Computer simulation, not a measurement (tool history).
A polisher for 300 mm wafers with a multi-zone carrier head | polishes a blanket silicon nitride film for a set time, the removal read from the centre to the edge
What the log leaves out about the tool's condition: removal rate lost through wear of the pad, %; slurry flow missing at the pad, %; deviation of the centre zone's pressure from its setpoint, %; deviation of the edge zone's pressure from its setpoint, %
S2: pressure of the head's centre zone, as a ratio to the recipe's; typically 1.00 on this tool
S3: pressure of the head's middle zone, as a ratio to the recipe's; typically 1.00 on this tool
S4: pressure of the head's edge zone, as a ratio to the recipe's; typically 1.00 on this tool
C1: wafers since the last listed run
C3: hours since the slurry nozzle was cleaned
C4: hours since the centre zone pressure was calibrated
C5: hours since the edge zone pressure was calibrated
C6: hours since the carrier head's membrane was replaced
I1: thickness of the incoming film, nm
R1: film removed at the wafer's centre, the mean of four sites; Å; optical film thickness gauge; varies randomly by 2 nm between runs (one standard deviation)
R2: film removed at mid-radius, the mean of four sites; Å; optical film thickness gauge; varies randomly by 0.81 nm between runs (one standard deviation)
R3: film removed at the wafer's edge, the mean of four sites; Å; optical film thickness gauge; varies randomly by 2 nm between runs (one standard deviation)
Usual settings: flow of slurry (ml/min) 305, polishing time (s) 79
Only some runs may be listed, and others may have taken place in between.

run 1 hour=0.0 | flow_of_slurry_(ml/min)=305 S2=1.00 S3=0.94 S4=1.00 polishing_time_(s)=57 | C1=0 wafers_polished_on_this_pad=1394 C3=388.8 C4=101.6 C5=96.5 C6=1297.5 | I1=791.3 | R1=969 R2=873 R3=953
run 2 hour=18.0 | flow_of_slurry_(ml/min)=305 S2=1.00 S3=1.00 S4=1.00 polishing_time_(s)=89 | C1=238 wafers_polished_on_this_pad=1632 C3=406.8 C4=119.6 C5=114.5 C6=1315.5 | I1=793.3 | R1=1509 R2=1450 R3=1485
-- hour=26.5 worn pad replaced by a new one
run 3 hour=34.2 | flow_of_slurry_(ml/min)=305 S2=0.92 S3=1.00 S4=1.00 polishing_time_(s)=79 | C1=161 wafers_polished_on_this_pad=101 C3=423.0 C4=135.8 C5=130.7 C6=1331.7 | I1=802.9 | R1=1200 R2=1294 R3=1314
run 4 hour=49.3 | flow_of_slurry_(ml/min)=370 S2=1.00 S3=0.91 S4=0.92 polishing_time_(s)=79 | C1=200 wafers_polished_on_this_pad=301 C3=438.1 C4=150.9 C5=145.8 C6=1346.8 | I1=779.7 | R1=1359 R2=1214 R3=1293
run 5 hour=65.0 | flow_of_slurry_(ml/min)=305 S2=1.00 S3=1.00 S4=1.06 polishing_time_(s)=79 | C1=207 wafers_polished_on_this_pad=509 C3=453.8 C4=166.6 C5=161.5 C6=1362.5 | I1=783.0 | R1=1343 R2=1265 R3=1317
run 6 hour=78.9 | flow_of_slurry_(ml/min)=305 S2=1.00 S3=1.00 S4=0.96 polishing_time_(s)=106 | C1=184 wafers_polished_on_this_pad=693 C3=467.7 C4=180.5 C5=175.4 C6=1376.4 | I1=795.1 | R1=1757 R2=1710 R3=1762
run 7 hour=90.3 | flow_of_slurry_(ml/min)=215 S2=1.09 S3=1.00 S4=1.00 polishing_time_(s)=79 | C1=151 wafers_polished_on_this_pad=844 C3=479.1 C4=191.9 C5=186.8 C6=1387.8 | I1=803.4 | R1=1357 R2=1195 R3=1260
-- hour=94.4 slurry nozzle cleaned
-- hour=126.3 carrier head's membrane replaced by a new one
run 8 hour=142.9 | flow_of_slurry_(ml/min)=305 S2=1.07 S3=0.90 S4=1.10 polishing_time_(s)=55 | C1=617 wafers_polished_on_this_pad=1461 C3=48.5 C4=244.5 C5=239.4 C6=16.6 | I1=794.5 | R1=1027 R2=838 R3=976
-- hour=148.7 worn pad replaced by a new one
run 9 hour=152.0 | flow_of_slurry_(ml/min)=305 S2=1.00 S3=1.00 S4=1.00 polishing_time_(s)=79 | C1=67 wafers_polished_on_this_pad=43 C3=57.6 C4=253.6 C5=248.5 C6=25.7 | I1=786.1 | R1=1348 R2=1318 R3=1321
run 10 hour=158.4 | flow_of_slurry_(ml/min)=305 S2=1.00 S3=1.03 S4=1.00 polishing_time_(s)=105 | C1=84 wafers_polished_on_this_pad=128 C3=64.0 C4=260.0 C5=254.9 C6=32.1 | I1=790.1 | R1=1805 R2=1778 R3=1771
run 11 hour=175.7 | flow_of_slurry_(ml/min)=210 S2=1.09 S3=1.00 S4=1.00 polishing_time_(s)=79 | C1=229 wafers_polished_on_this_pad=357 C3=81.3 C4=277.3 C5=272.2 C6=49.4 | I1=785.5 | R1=1399 R2=1249 R3=1298
run 12 hour=193.4 | flow_of_slurry_(ml/min)=305 S2=1.04 S3=1.00 S4=0.88 polishing_time_(s)=79 | C1=234 wafers_polished_on_this_pad=592 C3=99.0 C4=295.0 C5=289.9 C6=67.1 | I1=786.2 | R1=1402 R2=1307 R3=1252
run 13 hour=208.7 | flow_of_slurry_(ml/min)=395 S2=1.00 S3=1.12 S4=1.12 polishing_time_(s)=105 | C1=202 wafers_polished_on_this_pad=794 C3=114.3 C4=310.3 C5=305.2 C6=82.4 | I1=785.7 | R1=1916 R2=1936 R3=1892
run 14 hour=215.2 | flow_of_slurry_(ml/min)=305 S2=0.94 S3=1.00 S4=1.00 polishing_time_(s)=94 | C1=86 wafers_polished_on_this_pad=880 C3=120.8 C4=316.8 C5=311.7 C6=88.9 | I1=780.2 | R1=1511 R2=1553 R3=1581
run 15 hour=223.7 | flow_of_slurry_(ml/min)=360 S2=1.00 S3=1.00 S4=1.00 polishing_time_(s)=101 | C1=112 wafers_polished_on_this_pad=993 C3=129.3 C4=325.3 C5=320.2 C6=97.4 | I1=789.6 | R1=1792 R2=1683 R3=1740
run 16 hour=233.6 | flow_of_slurry_(ml/min)=305 S2=1.07 S3=0.90 S4=1.10 polishing_time_(s)=55 | C1=131 wafers_polished_on_this_pad=1124 C3=139.2 C4=335.2 C5=330.1 C6=107.3 | I1=798.4 | R1=980 R2=834 R3=993
run 17 hour=250.6 | flow_of_slurry_(ml/min)=305 S2=1.05 S3=1.00 S4=1.00 polishing_time_(s)=79 | C1=225 wafers_polished_on_this_pad=1349 C3=156.2 C4=352.2 C5=347.1 C6=124.3 | I1=787.2 | R1=1430 R2=1306 R3=1317
-- hour=256.2 worn pad replaced by a new one
run 18 hour=265.1 | flow_of_slurry_(ml/min)=305 S2=1.00 S3=1.04 S4=1.00 polishing_time_(s)=79 | C1=139 wafers_polished_on_this_pad=118 C3=170.7 C4=366.7 C5=361.6 C6=138.8 | I1=803.5 | R1=1337 R2=1361 R3=1293
run 19 hour=272.2 | flow_of_slurry_(ml/min)=305 S2=1.00 S3=0.89 S4=1.00 polishing_time_(s)=79 | C1=94 wafers_polished_on_this_pad=212 C3=177.8 C4=373.8 C5=368.7 C6=145.9 | I1=793.0 | R1=1400 R2=1190 R3=1337
run 20 hour=280.7 | flow_of_slurry_(ml/min)=305 S2=1.00 S3=1.00 S4=1.00 polishing_time_(s)=79 | C1=112 wafers_polished_on_this_pad=324 C3=186.3 C4=382.3 C5=377.2 C6=154.4 | I1=780.5 | R1=1348 R2=1305 R3=1323
run 21 hour=292.9 | flow_of_slurry_(ml/min)=385 S2=1.12 S3=1.00 S4=1.00 polishing_time_(s)=92 | C1=161 wafers_polished_on_this_pad=486 C3=198.5 C4=394.5 C5=389.4 C6=166.6 | I1=787.4 | R1=1794 R2=1531 R3=1540
run 22 hour=306.3 | flow_of_slurry_(ml/min)=305 S2=0.91 S3=1.00 S4=1.00 polishing_time_(s)=88 | C1=177 wafers_polished_on_this_pad=664 C3=211.9 C4=407.9 C5=402.8 C6=180.0 | I1=800.3 | R1=1350 R2=1457 R3=1533

Alternative continuations, all from the tool just after run 22; predict every row:
run A hour=306.7 | flow_of_slurry_(ml/min)=305 S2=1.00 S3=1.00 S4=1.00 polishing_time_(s)=62 | C1=5 wafers_polished_on_this_pad=669 C3=212.3 C4=408.3 C5=403.2 C6=180.4 | I1=796.9 | R1=? R2=? R3=?
run B hour=306.7 | flow_of_slurry_(ml/min)=305 S2=1.03 S3=1.00 S4=1.05 polishing_time_(s)=79 | C1=5 wafers_polished_on_this_pad=669 C3=212.3 C4=408.3 C5=403.2 C6=180.4 | I1=796.9 | R1=? R2=? R3=?
run C hour=306.7 | flow_of_slurry_(ml/min)=340 S2=1.00 S3=0.88 S4=1.00 polishing_time_(s)=104 | C1=5 wafers_polished_on_this_pad=669 C3=212.3 C4=408.3 C5=403.2 C6=180.4 | I1=796.9 | R1=? R2=? R3=?
run D hour=306.7 | flow_of_slurry_(ml/min)=305 S2=0.96 S3=1.00 S4=0.96 polishing_time_(s)=104 | C1=5 wafers_polished_on_this_pad=669 C3=212.3 C4=408.3 C5=403.2 C6=180.4 | I1=796.9 | R1=? R2=? R3=?

run=A R1=1063 R2=1014 R3=1085
run=B R1=1395 R2=1292 R3=1416
run=C R1=1805 R2=1556 R3=1840
run=D R1=1711 R2=1702 R3=1785
Stripped of hidden state, with their random variation kept, the same runs would have yielded:
run=A R1=1077 R2=1026 R3=1095
run=B R1=1413 R2=1308 R3=1429
run=C R1=1826 R2=1572 R3=1855
run=D R1=1733 R2=1722 R3=1801
